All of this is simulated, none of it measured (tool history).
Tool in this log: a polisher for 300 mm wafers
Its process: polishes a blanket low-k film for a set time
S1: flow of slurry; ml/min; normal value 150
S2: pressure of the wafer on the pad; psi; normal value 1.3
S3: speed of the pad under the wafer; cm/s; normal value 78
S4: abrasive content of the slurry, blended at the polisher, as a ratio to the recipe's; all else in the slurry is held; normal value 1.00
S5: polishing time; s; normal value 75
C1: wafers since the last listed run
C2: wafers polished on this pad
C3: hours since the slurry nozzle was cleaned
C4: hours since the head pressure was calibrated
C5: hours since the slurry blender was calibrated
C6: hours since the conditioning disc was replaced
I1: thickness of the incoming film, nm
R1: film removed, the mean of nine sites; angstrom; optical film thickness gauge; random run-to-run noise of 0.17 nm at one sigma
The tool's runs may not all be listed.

| run | hour | S1 | S2 | S3 | S4 | S5 | C1 | C2 | C3 | C4 | C5 | C6 | I1 | R1 |
|---|---|---|---|---|---|---|---|---|---|---|---|---|---|---|
| 1 | 0.0 | 150 | 1.3 | 78 | 1.00 | 75 | 0 | 197 | 112.3 | 699.0 | 158.6 | 70.1 | 769.7 | 170 |
|  | 29.7 | slurry blender recalibrated |
| 2 | 59.9 | 150 | 1.3 | 78 | 1.00 | 75 | 742 | 940 | 172.2 | 758.9 | 30.2 | 130.0 | 755.9 | 168 |
| 3 | 77.6 | 150 | 1.3 | 78 | 1.00 | 75 | 227 | 1167 | 189.9 | 776.6 | 47.9 | 147.7 | 764.1 | 166 |
| 4 | 101.2 | 150 | 1.3 | 78 | 1.00 | 75 | 302 | 1470 | 213.5 | 800.2 | 71.5 | 171.3 | 761.0 | 168 |
| 5 | 132.4 | 150 | 1.3 | 78 | 1.00 | 57 | 400 | 1871 | 244.7 | 831.4 | 102.7 | 202.5 | 757.0 | 124 |
| 6 | 151.4 | 150 | 1.3 | 78 | 1.00 | 57 | 243 | 2114 | 263.7 | 850.4 | 121.7 | 221.5 | 752.9 | 121 |
|  | 157.9 | slurry nozzle cleaned |
| 7 | 177.5 | 130 | 1.6 | 78 | 0.85 | 75 | 322 | 2437 | 19.6 | 876.5 | 147.8 | 247.6 | 760.9 | 157 |
| 8 | 203.3 | 185 | 1.3 | 78 | 1.00 | 75 | 331 | 2768 | 45.4 | 902.3 | 173.6 | 273.4 | 768.1 | 153 |
|  | 215.1 | worn pad replaced by a new one |
| 9 | 228.9 | 150 | 1.3 | 78 | 1.10 | 52 | 277 | 176 | 71.0 | 927.9 | 199.2 | 299.0 | 744.1 | 126 |
|  | 245.6 | slurry blender recalibrated |
| 10 | 246.1 | 165 | 1.1 | 66 | 1.00 | 51 | 195 | 371 | 88.2 | 945.1 | 0.5 | 316.2 | 758.9 | 96 |
| 11 | 268.3 | 150 | 1.0 | 92 | 0.75 | 84 | 284 | 656 | 110.4 | 967.3 | 22.7 | 338.4 | 769.1 | 160 |
|  | 356.4 | head pressure recalibrated |
| 12 | 364.2 | 150 | 1.3 | 78 | 1.00 | 75 | 1204 | 1861 | 206.3 | 7.8 | 118.6 | 434.3 | 762.0 | 161 |
| 13 | 394.1 | 150 | 1.3 | 78 | 1.00 | 75 | 383 | 2245 | 236.2 | 37.7 | 148.5 | 464.2 | 772.7 | 157 |
|  | 400.6 | worn pad replaced by a new one |
| 14 | 412.2 | 150 | 1.3 | 78 | 1.00 | 75 | 180 | 149 | 254.3 | 55.8 | 166.6 | 482.3 | 754.9 | 172 |
|  | 451.9 | slurry nozzle cleaned |
| 15 | 457.8 | 130 | 1.3 | 96 | 0.85 | 55 | 572 | 721 | 5.9 | 101.4 | 212.2 | 527.9 | 755.0 | 130 |
|  | 460.9 | slurry blender recalibrated |
|  | 468.4 | conditioning disc replaced and pad reconditioned |
| 16 | 483.6 | 125 | 1.6 | 78 | 1.20 | 54 | 279 | 1001 | 31.7 | 127.2 | 22.7 | 15.2 | 772.1 | 145 |
| 17 | 504.7 | 185 | 1.3 | 98 | 1.00 | 75 | 270 | 1272 | 52.8 | 148.3 | 43.8 | 36.3 | 764.2 | 208 |
| 18 | 528.4 | 115 | 1.3 | 78 | 1.00 | 75 | 304 | 1576 | 76.5 | 172.0 | 67.5 | 60.0 | 758.5 | 156 |
| 19 | 562.8 | 165 | 1.6 | 100 | 0.90 | 75 | 441 | 2017 | 110.9 | 206.4 | 101.9 | 94.4 | 763.0 | 205 |
|  | 593.0 | worn pad replaced by a new one |
| 20 | 593.5 | 185 | 1.3 | 98 | 1.00 | 75 | 342 | 5 | 141.6 | 237.1 | 132.6 | 125.1 | 753.8 | 216 |
| 21 | 620.2 | 150 | 0.8 | 78 | 1.10 | 75 | 342 | 348 | 168.3 | 263.8 | 159.3 | 151.8 | 761.8 | 139 |
| 22 | 633.6 | 150 | 1.3 | 78 | 1.00 | 75 | 171 | 520 | 181.7 | 277.2 | 172.7 | 165.2 | 748.5 | 170 |
|  | 646.1 | slurry blender recalibrated |
| 23 | 660.3 | 150 | 1.3 | 78 | 0.90 | 75 | 316 | 837 | 208.4 | 303.9 | 14.2 | 191.9 | 755.0 | 161 |
| 24 | 681.7 | 150 | 1.3 | 78 | 1.00 | 75 | 274 | 1112 | 229.8 | 325.3 | 35.6 | 213.3 | 771.8 | 169 |

Some steps in R1 between neighbouring runs. How much of each would the tool show without its hidden state too (settings, what came in, random variation), and how much is left for the hidden state, with any gauge scatter that isn't in both results?
The tool's hidden condition here consists of: removal rate lost through wear of the pad, %; slurry flow missing at the pad, %; deviation of the head's pressure from its setpoint, %; abrasive missing from the slurry, %; time polished since the conditioner stopped cutting, s.
Run 8 -> 9: S1 185 -> 150, S4 1.00 -> 1.10, S5 75 -> 52, worn pad replaced by a new one. R1 -27 angstrom: hidden state +26, all else -53.
Run 10 -> 11: S1 165 -> 150, S2 1.1 -> 1.0, S3 66 -> 92, S4 1.00 -> 0.75, S5 51 -> 84. R1 +64 angstrom: hidden state -2, all else +66.
Run 19 -> 20: S1 165 -> 185, S2 1.6 -> 1.3, S3 100 -> 98, S4 0.90 -> 1.00, worn pad replaced by a new one. R1 +11 angstrom: hidden state +19, all else -8.
Run 20 -> 21: S1 185 -> 150, S2 1.3 -> 0.8, S3 98 -> 78, S4 1.00 -> 1.10. R1 -77 angstrom: hidden state +0, all else -77.
